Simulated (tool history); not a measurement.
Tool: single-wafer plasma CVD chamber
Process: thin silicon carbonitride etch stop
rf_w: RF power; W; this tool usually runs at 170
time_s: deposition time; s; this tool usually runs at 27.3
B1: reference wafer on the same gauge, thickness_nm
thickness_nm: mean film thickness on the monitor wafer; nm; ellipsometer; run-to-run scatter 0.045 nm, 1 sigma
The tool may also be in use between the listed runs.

run 1 day=0.000 | rf_w=170 time_s=27.3 | B1=13.593 | thickness_nm=15.958
run 2 day=2.862 | rf_w=170 time_s=27.3 | B1=13.601 | thickness_nm=15.942
run 3 day=4.962 | rf_w=170 time_s=27.3 | B1=13.598 | thickness_nm=15.985
run 4 day=7.038 | rf_w=170 time_s=27.3 | B1=13.607 | thickness_nm=15.908
run 5 day=8.821 | rf_w=170 time_s=27.3 | B1=13.602 | thickness_nm=15.954
run 6 day=11.171 | rf_w=170 time_s=27.3 | B1=13.604 | thickness_nm=15.906
run 7 day=15.908 | rf_w=195 time_s=27.3 | B1=13.596 | thickness_nm=16.332
run 8 day=18.625 | rf_w=195 time_s=27.3 | B1=13.607 | thickness_nm=16.405
run 9 day=20.554 | rf_w=170 time_s=27.3 | B1=13.611 | thickness_nm=15.942
run 10 day=22.092 | rf_w=170 time_s=27.3 | B1=13.596 | thickness_nm=15.924
run 11 day=23.454 | rf_w=170 time_s=31.1 | B1=13.587 | thickness_nm=18.180
run 12 day=24.542 | rf_w=170 time_s=27.3 | B1=13.598 | thickness_nm=15.937
run 13 day=25.604 | rf_w=160 time_s=27.3 | B1=13.598 | thickness_nm=15.686
run 14 day=27.350 | rf_w=190 time_s=30.8 | B1=13.599 | thickness_nm=18.359
run 15 day=29.642 | rf_w=205 time_s=27.3 | B1=13.613 | thickness_nm=16.534
run 16 day=31.054 | rf_w=170 time_s=27.3 | B1=13.607 | thickness_nm=15.845
run 17 day=32.500 | rf_w=170 time_s=27.3 | B1=13.587 | thickness_nm=15.829
run 18 day=33.992 | rf_w=170 time_s=27.3 | B1=13.606 | thickness_nm=15.864
run 19 day=35.242 | rf_w=170 time_s=27.3 | B1=13.598 | thickness_nm=15.850

Run 20 has not been measured yet. What should we expect?
run 20 day=39.383 | rf_w=145 time_s=27.3 | B1=? | thickness_nm=?

{"run 20": {"B1": 13.602, "thickness_nm": 15.486}}
Had the tool carried no hidden state, the very same run would have given thickness_nm 15.692 nm.
